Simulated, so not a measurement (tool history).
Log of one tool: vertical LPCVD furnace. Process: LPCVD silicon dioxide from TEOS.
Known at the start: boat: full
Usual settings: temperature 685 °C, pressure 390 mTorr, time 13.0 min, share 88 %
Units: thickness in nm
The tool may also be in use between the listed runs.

| run | hour | temperature | pressure | time | share | wafers since the last listed run | hours since the last temperature calibration | hours since the pressure gauge was zeroed | hours since the TEOS flow controller was replaced | hours since the gauge calibration | read-back reference wafer on the same gauge, thickness | thickness |
|---|---|---|---|---|---|---|---|---|---|---|---|---|
| 1 | 0.0 | 685 | 390 | 13.0 | 88 | 0 | 3669.2 | 3470.0 | 6714.9 | 95.0 | 101.72 | 103.83 |
| 2 | 92.5 | 685 | 390 | 13.0 | 88 | 1816 | 3761.7 | 3562.5 | 6807.4 | 187.5 | 101.75 | 103.87 |
| 3 | 120.9 | 685 | 390 | 13.0 | 88 | 557 | 3790.1 | 3590.9 | 6835.8 | 215.9 | 101.69 | 104.50 |
|  | 147.9 | thermocouples replaced and temperature profile calibrated |
|  | 162.4 | pressure gauge zeroed |
| 4 | 162.9 | 685 | 390 | 13.0 | 88 | 68 | 15.0 | 0.5 | 6877.8 | 257.9 | 101.65 | 96.29 |
| 5 | 169.0 | 685 | 390 | 13.0 | 88 | 119 | 21.1 | 6.6 | 6883.9 | 264.0 | 101.72 | 96.43 |
|  | 205.0 | TEOS flow controller replaced |
| 6 | 205.5 | 685 | 390 | 13.0 | 88 | 245 | 57.6 | 43.1 | 0.5 | 300.5 | 101.76 | 96.61 |
| 7 | 223.6 | 692 | 390 | 13.0 | 88 | 355 | 75.7 | 61.2 | 18.6 | 318.6 | 101.66 | 113.87 |
| 8 | 242.6 | 685 | 390 | 13.0 | 88 | 373 | 94.7 | 80.2 | 37.6 | 337.6 | 101.64 | 96.55 |
| 9 | 260.9 | 675 | 455 | 9.5 | 97 | 359 | 113.0 | 98.5 | 55.9 | 355.9 | 101.75 | 62.77 |
| 10 | 286.8 | 685 | 390 | 13.0 | 97 | 508 | 138.9 | 124.4 | 81.8 | 381.8 | 101.70 | 101.19 |
|  | 291.8 | gauge calibrated |
| 11 | 306.6 | 685 | 390 | 13.0 | 88 | 388 | 158.7 | 144.2 | 101.6 | 14.8 | 101.64 | 96.59 |
| 12 | 319.6 | 685 | 390 | 13.0 | 88 | 255 | 171.7 | 157.2 | 114.6 | 27.8 | 101.71 | 96.74 |
| 13 | 348.8 | 685 | 390 | 13.0 | 88 | 573 | 200.9 | 186.4 | 143.8 | 57.0 | 101.64 | 96.79 |
| 14 | 374.6 | 685 | 390 | 17.0 | 71 | 506 | 226.7 | 212.2 | 169.6 | 82.8 | 101.65 | 113.64 |
| 15 | 396.7 | 685 | 435 | 13.0 | 88 | 434 | 248.8 | 234.3 | 191.7 | 104.9 | 101.70 | 102.37 |
| 16 | 421.6 | 690 | 390 | 13.0 | 97 | 489 | 273.7 | 259.2 | 216.6 | 129.8 | 101.70 | 114.59 |
| 17 | 446.7 | 685 | 335 | 13.0 | 88 | 493 | 298.8 | 284.3 | 241.7 | 154.9 | 101.69 | 89.83 |

The tool's hidden state at each run:
true pressure minus gauge reading, mTorr: 0 in every run
deviation of the TEOS flow from its setpoint, %: 0 in every run
gauge reads high (%): 0 in every run
H1: true tube temperature minus thermocouple reading, K
| run | H1 |
|---|---|
| 1 | 3.76 |
| 2 | 3.84 |
| 3 | 3.87 |
| 4 | 0.587 |
| 5 | 0.593 |
| 6 | 0.628 |
| 7 | 0.645 |
| 8 | 0.663 |
| 9 | 0.681 |
| 10 | 0.706 |
| 11 | 0.725 |
| 12 | 0.737 |
| 13 | 0.765 |
| 14 | 0.79 |
| 15 | 0.811 |
| 16 | 0.835 |
| 17 | 0.859 |
